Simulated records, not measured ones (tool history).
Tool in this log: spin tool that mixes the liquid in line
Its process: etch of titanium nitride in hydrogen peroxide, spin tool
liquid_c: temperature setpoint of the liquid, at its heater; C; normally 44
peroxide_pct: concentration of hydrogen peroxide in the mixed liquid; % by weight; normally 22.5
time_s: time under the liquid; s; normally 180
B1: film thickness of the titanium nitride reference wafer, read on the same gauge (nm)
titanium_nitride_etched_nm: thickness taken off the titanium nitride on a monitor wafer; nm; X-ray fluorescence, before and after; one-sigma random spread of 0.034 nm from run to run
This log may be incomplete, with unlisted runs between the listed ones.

Run 1, hour 0: usual settings but peroxide_pct 21 % by weight; B1 119.996. Result: titanium_nitride_etched_nm 2.327 nm.
Run 2, hour 70.1: usual settings; B1 119.986. Result: titanium_nitride_etched_nm 2.365 nm.
At hour 124.6: heated supply line repaired.
Run 3, hour 135.5: usual settings; B1 119.981. Result: titanium_nitride_etched_nm 2.731 nm.
Run 4, hour 161.6: usual settings but liquid_c 49.5 C, peroxide_pct 17 % by weight; B1 120.015. Result: titanium_nitride_etched_nm 3.834 nm.
Run 5, hour 226.7: usual settings but liquid_c 47.5 C, peroxide_pct 28 % by weight, time_s 210 s; B1 120.02. Result: titanium_nitride_etched_nm 4.244 nm.
Run 6, hour 274.8: usual settings but liquid_c 53 C; B1 120.003. Result: titanium_nitride_etched_nm 5.191 nm.
Run 7, hour 299.6: usual settings but liquid_c 52.5 C, time_s 135 s; B1 119.993. Result: titanium_nitride_etched_nm 3.684 nm.
Run 8, hour 367.8: usual settings but time_s 265 s; B1 120.022. Result: titanium_nitride_etched_nm 3.92 nm.
Run 9, hour 405.1: usual settings but liquid_c 47.5 C, peroxide_pct 18 % by weight, time_s 250 s; B1 119.992. Result: titanium_nitride_etched_nm 4.398 nm.
Run 10, hour 448.7: usual settings but time_s 215 s; B1 119.974. Result: titanium_nitride_etched_nm 3.115 nm.
Run 11, hour 596.3: usual settings but liquid_c 40 C, peroxide_pct 24.5 % by weight, time_s 85 s; B1 119.979. Result: titanium_nitride_etched_nm 0.88 nm.
Run 12, hour 640.7: usual settings but liquid_c 50 C; B1 119.993. Result: titanium_nitride_etched_nm 3.986 nm.
Run 13, hour 680: usual settings but liquid_c 35 C, peroxide_pct 24.5 % by weight, time_s 270 s; B1 120.012. Result: titanium_nitride_etched_nm 1.907 nm.
At hour 728.4: gauge calibrated.
Run 14, hour 750: usual settings but liquid_c 53 C, peroxide_pct 19.5 % by weight; B1 120.032. Result: titanium_nitride_etched_nm 4.552 nm.
Run 15, hour 789.9: usual settings but liquid_c 49 C; B1 120.021. Result: titanium_nitride_etched_nm 3.53 nm.
Run 16, hour 828.4: usual settings but liquid_c 48 C, peroxide_pct 27 % by weight, time_s 130 s; B1 120.01. Result: titanium_nitride_etched_nm 2.466 nm.
At hour 849: heated supply line repaired.
Run 17, hour 859.7: usual settings but liquid_c 48 C, peroxide_pct 17.5 % by weight, time_s 75 s; B1 119.986. Result: titanium_nitride_etched_nm 1.491 nm.

Expected results for the next run?
At hour 902.2: new drum of peroxide connected.
Run 18, hour 909.7: usual settings; B1 ?. Result: titanium_nitride_etched_nm ?.

Logged for run 18: B1 119.997, titanium_nitride_etched_nm 2.844 nm.
The same run, on a tool lacking any hidden state, would have yielded titanium_nitride_etched_nm 2.762 nm.
